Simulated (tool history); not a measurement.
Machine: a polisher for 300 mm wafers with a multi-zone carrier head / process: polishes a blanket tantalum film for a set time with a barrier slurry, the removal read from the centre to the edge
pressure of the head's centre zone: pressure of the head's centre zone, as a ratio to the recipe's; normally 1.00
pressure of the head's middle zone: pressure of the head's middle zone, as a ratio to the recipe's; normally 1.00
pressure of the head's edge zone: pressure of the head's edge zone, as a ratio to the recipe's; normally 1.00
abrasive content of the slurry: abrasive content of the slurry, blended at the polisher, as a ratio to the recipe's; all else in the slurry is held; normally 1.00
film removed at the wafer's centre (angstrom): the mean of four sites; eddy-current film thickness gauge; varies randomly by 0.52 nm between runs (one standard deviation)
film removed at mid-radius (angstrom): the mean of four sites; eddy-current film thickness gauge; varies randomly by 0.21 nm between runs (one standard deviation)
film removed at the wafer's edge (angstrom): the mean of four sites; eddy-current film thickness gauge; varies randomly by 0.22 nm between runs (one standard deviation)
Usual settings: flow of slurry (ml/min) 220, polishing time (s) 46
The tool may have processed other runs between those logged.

run     day  flow of slurry (ml/min)  pressure of the head's centre zone  pressure of the head's middle zone  pressure of the head's edge zone  abrasive content of the slurry  polishing time (s)  incoming thickness of the incoming film, nm  film removed at the wafer's centre (angstrom)  film removed at mid-radius (angstrom)  film removed at the wafer's edge (angstrom)
  1   0.000                      220                                1.00                                1.00                              1.03                            1.00                  46                                        211.1                                            344                                    343                                          349
      1.146  -- slurry nozzle cleaned
  2   3.338                      220                                1.00                                1.00                              1.09                            1.00                  46                                        205.9                                            351                                    341                                          362
  3   6.338                      220                                1.00                                1.00                              1.09                            1.00                  46                                        205.8                                            342                                    338                                          362
  4  10.112                      160                                1.04                                1.00                              0.97                            0.85                  46                                        208.3                                            324                                    311                                          317
     11.996  -- worn pad replaced by a new one
  5  13.754                      265                                0.96                                0.91                              1.00                            1.00                  46                                        208.1                                            336                                    323                                          356
  6  16.208                      170                                1.07                                1.06                              1.00                            0.70                  46                                        209.5                                            322                                    315                                          312
  7  19.358                      220                                0.97                                1.05                              1.00                            0.80                  46                                        208.4                                            333                                    340                                          332
  8  23.825                      220                                1.00                                1.00                              1.00                            1.00                  46                                        210.6                                            358                                    343                                          347
     24.796  -- slurry nozzle cleaned
  9  26.954                      245                                1.00                                1.00                              1.00                            1.00                  46                                        212.4                                            362                                    345                                          353
 10  29.029                      220                                1.00                                1.00                              1.00                            1.00                  46                                        208.5                                            341                                    342                                          348
     31.379  -- carrier head's membrane replaced by a new one
 11  32.354                      220                                1.00                                1.00                              1.00                            1.00                  46                                        210.4                                            349                                    343                                          348
     34.867  -- centre zone pressure recalibrated
     38.117  -- worn pad replaced by a new one
 12  38.517                      175                                1.07                                1.00                              1.00                            1.00                  46                                        210.6                                            355                                    327                                          342
     39.146  -- edge zone pressure recalibrated
 13  42.950                      220                                1.00                                0.91                              1.00                            1.00                  46                                        213.3                                            353                                    316                                          349
 14  45.075                      220                                1.00                                1.00                              1.00                            1.00                  46                                        209.7                                            348                                    342                                          351
 15  49.483                      285                                1.05                                0.93                              1.00                            0.90                  46                                        208.9                                            364                                    324                                          353
     50.483  -- slurry nozzle cleaned
 16  52.071                      280                                1.00                                1.00                              1.00                            0.85                  59                                        207.8                                            436                                    429                                          442
 17  54.333                      220                                1.00                                1.00                              1.00                            1.10                  46                                        212.8                                            357                                    346                                          352
 18  58.504                      220                                1.00                                1.00                              1.00                            1.00                  52                                        207.7                                            398                                    388                                          395
 19  62.467                      220                                1.00                                1.00                              1.00                            1.25                  46                                        209.2                                            366                                    356                                          361
     65.117  -- worn pad replaced by a new one
 20  65.304                      220                                0.96                                1.00                              0.94                            1.00                  46                                        207.4                                            335                                    343                                          338

Run 21 comes next. What will it give?
     69.088  -- carrier head's membrane replaced by a new one
 21  69.725                      255                                1.03                                1.00                              0.92                            1.00                  34                                        210.4                                              ?                                      ?                                            ?

{"run 21": {"film removed at the wafer's centre (angstrom)": 271, "film removed at mid-radius (angstrom)": 255, "film removed at the wafer's edge (angstrom)": 248}}
Were there no unlogged condition in the tool, this run, its random variation unchanged, would have produced film removed at the wafer's centre (angstrom) 271, film removed at mid-radius (angstrom) 255, film removed at the wafer's edge (angstrom) 248.

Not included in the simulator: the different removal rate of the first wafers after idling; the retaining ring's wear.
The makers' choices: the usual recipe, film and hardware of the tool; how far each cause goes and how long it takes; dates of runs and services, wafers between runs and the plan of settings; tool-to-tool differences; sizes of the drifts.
